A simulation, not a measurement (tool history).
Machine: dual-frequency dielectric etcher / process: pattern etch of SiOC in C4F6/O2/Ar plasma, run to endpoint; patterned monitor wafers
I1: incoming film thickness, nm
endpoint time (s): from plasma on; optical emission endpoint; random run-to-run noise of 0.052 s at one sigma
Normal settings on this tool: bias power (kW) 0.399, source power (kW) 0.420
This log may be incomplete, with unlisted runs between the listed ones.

Run 1, hour 0.0: usual settings; I1 48.73. Result: endpoint time (s) 17.1.
Run 2, hour 20.2: usual settings; I1 49.11. Result: endpoint time (s) 17.2.
Run 3, hour 50.9: usual settings; I1 47.99. Result: endpoint time (s) 16.9.
Run 4, hour 74.6: usual settings; I1 48.71. Result: endpoint time (s) 17.0.
Run 5, hour 93.8: usual settings; I1 48.39. Result: endpoint time (s) 16.9.
Run 6, hour 121.2: usual settings; I1 48.71. Result: endpoint time (s) 17.1.
Run 7, hour 136.0: usual settings but bias power (kW) 0.434; I1 48.58. Result: endpoint time (s) 16.6.
Run 8, hour 157.9: usual settings but bias power (kW) 0.434; I1 48.33. Result: endpoint time (s) 16.6.
Run 9, hour 172.3: usual settings; I1 48.56. Result: endpoint time (s) 17.0.
Run 10, hour 198.6: usual settings; I1 48.28. Result: endpoint time (s) 16.9.
Run 11, hour 227.3: usual settings but bias power (kW) 0.350; I1 48.12. Result: endpoint time (s) 17.3.
At hour 262.1: upper electrode replaced.
Run 12, hour 262.6: usual settings but bias power (kW) 0.350; I1 48.35. Result: endpoint time (s) 17.5.
Run 13, hour 277.1: usual settings but bias power (kW) 0.331, source power (kW) 0.470; I1 48.82. Result: endpoint time (s) 16.9.
Run 14, hour 298.7: usual settings but bias power (kW) 0.420, source power (kW) 0.370; I1 47.98. Result: endpoint time (s) 17.5.
At hour 329.6: wet clean of the chamber.
Run 15, hour 330.1: usual settings but source power (kW) 0.380; I1 48.57. Result: endpoint time (s) 18.1.
Run 16, hour 359.4: usual settings; I1 48.49. Result: endpoint time (s) 17.2.
At hour 366.1: source power generator calibrated.
Run 17, hour 389.8: usual settings; I1 49.13. Result: endpoint time (s) 17.4.
Run 18, hour 423.5: usual settings but bias power (kW) 0.311, source power (kW) 0.330; I1 48.63. Result: endpoint time (s) 20.4.
Run 19, hour 451.3: usual settings but source power (kW) 0.380; I1 48.89. Result: endpoint time (s) 18.2.
Run 20, hour 466.0: usual settings but bias power (kW) 0.321, source power (kW) 0.330; I1 48.11. Result: endpoint time (s) 20.0.
Run 21, hour 496.1: usual settings but bias power (kW) 0.332; I1 48.62. Result: endpoint time (s) 17.9.
At hour 506.6: bias power generator calibrated.
Run 22, hour 522.4: usual settings but bias power (kW) 0.345, source power (kW) 0.480; I1 48.76. Result: endpoint time (s) 16.7.
Run 23, hour 538.3: usual settings but bias power (kW) 0.425, source power (kW) 0.330; I1 48.15. Result: endpoint time (s) 18.8.
Run 24, hour 558.6: usual settings but source power (kW) 0.480; I1 48.89. Result: endpoint time (s) 16.2.
Run 25, hour 582.5: usual settings; I1 48.54. Result: endpoint time (s) 17.0.
Run 26, hour 599.2: usual settings but bias power (kW) 0.343, source power (kW) 0.360; I1 49.26. Result: endpoint time (s) 19.3.
Run 27, hour 626.8: usual settings but bias power (kW) 0.461, source power (kW) 0.360; I1 48.74. Result: endpoint time (s) 17.7.
Run 28, hour 660.2: usual settings; I1 48.81. Result: endpoint time (s) 17.1.

Results for each run, recomputed without the tool's hidden state and with each run's random variation untouched:
What the log doesn't record here: etch rate over this chamber's usual, %; bias power that arrives over what is set, %; source power that arrives over what is set, %.
run  endpoint time (s)
  1               17.3
  2               17.4
  3               17.1
  4               17.3
  5               17.1
  6               17.3
  7               16.9
  8               16.8
  9               17.3
 10               17.2
 11               17.6
 12               17.8
 13               17.3
 14               17.9
 15               18.1
 16               17.2
 17               17.5
 18               20.5
 19               18.3
 20               20.2
 21               18.0
 22               16.8
 23               18.9
 24               16.3
 25               17.2
 26               19.5
 27               17.9
 28               17.3
